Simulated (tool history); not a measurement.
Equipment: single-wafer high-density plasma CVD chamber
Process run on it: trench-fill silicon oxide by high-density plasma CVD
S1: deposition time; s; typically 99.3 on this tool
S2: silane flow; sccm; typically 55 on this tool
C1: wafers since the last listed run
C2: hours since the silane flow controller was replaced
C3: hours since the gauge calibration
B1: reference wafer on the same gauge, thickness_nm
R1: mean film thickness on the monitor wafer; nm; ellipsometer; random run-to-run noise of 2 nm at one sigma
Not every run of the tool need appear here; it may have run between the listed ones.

{"run": 1, "hour": 0.0, "S1": 99.3, "S2": 55, "C1": 0, "C2": 4006.7, "C3": 129.9, "B1": 572.263, "R1": 515.909}
{"run": 2, "hour": 75.8, "S1": 99.3, "S2": 55, "C1": 1398, "C2": 4082.5, "C3": 205.7, "B1": 571.953, "R1": 511.745}
{"run": 3, "hour": 171.1, "S1": 99.3, "S2": 55, "C1": 1757, "C2": 4177.8, "C3": 301, "B1": 572.352, "R1": 507.417}
{"run": 4, "hour": 277.5, "S1": 99.3, "S2": 51, "C1": 1962, "C2": 4284.2, "C3": 407.4, "B1": 571.529, "R1": 482.133}
{"run": 5, "hour": 345.2, "S1": 99.3, "S2": 51, "C1": 1248, "C2": 4351.9, "C3": 475.1, "B1": 571.912, "R1": 484.57}
{"run": 6, "hour": 410.6, "S1": 99.3, "S2": 51, "C1": 1206, "C2": 4417.3, "C3": 540.5, "B1": 572.881, "R1": 481.064}
{"run": 7, "hour": 464.7, "S1": 99.3, "S2": 62, "C1": 997, "C2": 4471.4, "C3": 594.6, "B1": 570.956, "R1": 552.02}
{"run": 8, "hour": 528.0, "S1": 99.3, "S2": 62, "C1": 1167, "C2": 4534.7, "C3": 657.9, "B1": 572.455, "R1": 555.235}
{"run": 9, "hour": 572.4, "S1": 99.3, "S2": 62, "C1": 818, "C2": 4579.1, "C3": 702.3, "B1": 572.115, "R1": 550.877}
{"hour": 602.0, "done": "silane flow controller replaced"}
{"run": 10, "hour": 653.9, "S1": 99.3, "S2": 55, "C1": 1355, "C2": 51.9, "C3": 783.8, "B1": 572.314, "R1": 527.906}
{"run": 11, "hour": 758.4, "S1": 99.3, "S2": 55, "C1": 1927, "C2": 156.4, "C3": 888.3, "B1": 572.101, "R1": 527.837}
{"run": 12, "hour": 817.0, "S1": 99.3, "S2": 55, "C1": 1080, "C2": 215, "C3": 946.9, "B1": 573.055, "R1": 529.84}
{"run": 13, "hour": 897.2, "S1": 99.3, "S2": 55, "C1": 1479, "C2": 295.2, "C3": 1027.1, "B1": 571.373, "R1": 529.289}
{"hour": 1084.7, "done": "gauge calibrated"}
{"run": 14, "hour": 1104.2, "S1": 99.3, "S2": 55, "C1": 3818, "C2": 502.2, "C3": 19.5, "B1": 572.919, "R1": 527.865}
{"run": 15, "hour": 1205.0, "S1": 99.3, "S2": 55, "C1": 1859, "C2": 603, "C3": 120.3, "B1": 571.392, "R1": 529.45}
{"run": 16, "hour": 1253.8, "S1": 99.3, "S2": 59, "C1": 900, "C2": 651.8, "C3": 169.1, "B1": 571.711, "R1": 556.743}
{"run": 17, "hour": 1291.3, "S1": 106.3, "S2": 63, "C1": 691, "C2": 689.3, "C3": 206.6, "B1": 572.003, "R1": 621.949}
{"run": 18, "hour": 1338.4, "S1": 99.3, "S2": 55, "C1": 868, "C2": 736.4, "C3": 253.7, "B1": 570.714, "R1": 530.255}
{"run": 19, "hour": 1435.2, "S1": 99.3, "S2": 62, "C1": 1785, "C2": 833.2, "C3": 350.5, "B1": 572.326, "R1": 578.259}
{"run": 20, "hour": 1514.2, "S1": 99.3, "S2": 49, "C1": 1457, "C2": 912.2, "C3": 429.5, "B1": 571.954, "R1": 484.606}
{"run": 21, "hour": 1606.1, "S1": 85.2, "S2": 59, "C1": 1695, "C2": 1004.1, "C3": 521.4, "B1": 570.915, "R1": 479.436}
{"run": 22, "hour": 1698.3, "S1": 116.6, "S2": 55, "C1": 1700, "C2": 1096.3, "C3": 613.6, "B1": 571.645, "R1": 621.877}
{"run": 23, "hour": 1764.8, "S1": 118, "S2": 44, "C1": 1226, "C2": 1162.8, "C3": 680.1, "B1": 572.788, "R1": 532.387}
{"run": 24, "hour": 1823.1, "S1": 93.6, "S2": 45, "C1": 1075, "C2": 1221.1, "C3": 738.4, "B1": 572.11, "R1": 431.141}
{"run": 25, "hour": 1881.7, "S1": 85.4, "S2": 65, "C1": 1080, "C2": 1279.7, "C3": 797, "B1": 572.927, "R1": 513.632}

Predict each of these 3 candidate next runs independently; none follows another, all start after run 25:
{"run": "A", "hour": 1882.1, "S1": 99.3, "S2": 55, "C1": 7, "C2": 1280.1, "C3": 797.4, "B1": "?", "R1": "?"}
{"run": "B", "hour": 1882.1, "S1": 99.3, "S2": 48, "C1": 7, "C2": 1280.1, "C3": 797.4, "B1": "?", "R1": "?"}
{"run": "C", "hour": 1882.1, "S1": 110.8, "S2": 64, "C1": 7, "C2": 1280.1, "C3": 797.4, "B1": "?", "R1": "?"}

run=A B1=571.92 R1=526.181
run=B B1=571.92 R1=476.756
run=C B1=571.92 R1=658.026
With the hidden condition removed and each run's random variation left untouched, the same runs would have given:
run=A R1=530.259
run=B R1=480.451
run=C R1=663.125
